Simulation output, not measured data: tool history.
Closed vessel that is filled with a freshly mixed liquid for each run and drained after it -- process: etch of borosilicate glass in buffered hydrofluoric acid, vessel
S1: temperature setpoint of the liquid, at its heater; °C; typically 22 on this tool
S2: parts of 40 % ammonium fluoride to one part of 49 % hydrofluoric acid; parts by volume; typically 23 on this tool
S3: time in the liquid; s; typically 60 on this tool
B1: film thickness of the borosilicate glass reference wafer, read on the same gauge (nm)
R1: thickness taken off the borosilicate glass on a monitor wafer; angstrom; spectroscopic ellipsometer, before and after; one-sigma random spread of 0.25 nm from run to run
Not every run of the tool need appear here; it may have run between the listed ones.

run 1 hour=0 | S1=22 S2=18 S3=70 | B1=129.95 | R1=507
run 2 hour=63.3 | S1=22 S2=23 S3=60 | B1=130 | R1=356.8
run 3 hour=93.9 | S1=22 S2=23 S3=60 | B1=129.98 | R1=356.6
run 4 hour=234.9 | S1=22 S2=23 S3=60 | B1=130.01 | R1=354.4
-- hour=267.2 hydrofluoric acid flow meter replaced
-- hour=279.4 gauge calibrated
run 5 hour=301.6 | S1=22 S2=23 S3=60 | B1=130 | R1=355.3
run 6 hour=328 | S1=22 S2=23 S3=60 | B1=129.98 | R1=361.2
-- hour=374.1 thermometer replaced
run 7 hour=374.7 | S1=22 S2=23 S3=60 | B1=129.98 | R1=320.1
run 8 hour=407.7 | S1=22 S2=23 S3=60 | B1=130 | R1=316
run 9 hour=479.5 | S1=22 S2=28 S3=90 | B1=129.99 | R1=416.9
run 10 hour=528.2 | S1=22 S2=23 S3=60 | B1=130 | R1=322.3
run 11 hour=580 | S1=19 S2=17.5 S3=30 | B1=129.96 | R1=173.1
run 12 hour=614.9 | S1=25 S2=23 S3=80 | B1=129.97 | R1=502.9
run 13 hour=672.3 | S1=20.5 S2=17 S3=30 | B1=130.02 | R1=194.1
run 14 hour=736.8 | S1=19 S2=15.5 S3=60 | B1=130.03 | R1=395.3
-- hour=764.4 gauge calibrated
run 15 hour=778.4 | S1=23.5 S2=16.5 S3=60 | B1=130 | R1=474.6
run 16 hour=844.5 | S1=25.5 S2=26 S3=70 | B1=130.01 | R1=418.7

Consider 5 possible next runs. They are alternatives, not a sequence: every one starts from the tool as it was left by run 16. What does each give?
run A hour=845.2 | S1=24.5 S2=23 S3=60 | B1=? | R1=?
run B hour=845.2 | S1=20.5 S2=23 S3=60 | B1=? | R1=?
run C hour=845.2 | S1=18 S2=17.5 S3=75 | B1=? | R1=?
run D hour=845.2 | S1=22 S2=30 S3=30 | B1=? | R1=?
run E hour=845.2 | S1=19 S2=15.5 S3=90 | B1=? | R1=?

run=A B1=130.01 R1=373.4
run=B B1=130.01 R1=300.6
run=C B1=130.01 R1=411.9
run=D B1=130.01 R1=135.7
run=E B1=130.01 R1=589.3
Stripped of hidden state, with their random variation kept, the same runs would have yielded:
run=A R1=364.9
run=B R1=293.5
run=C R1=402.2
run=D R1=132.5
run=E R1=575.5
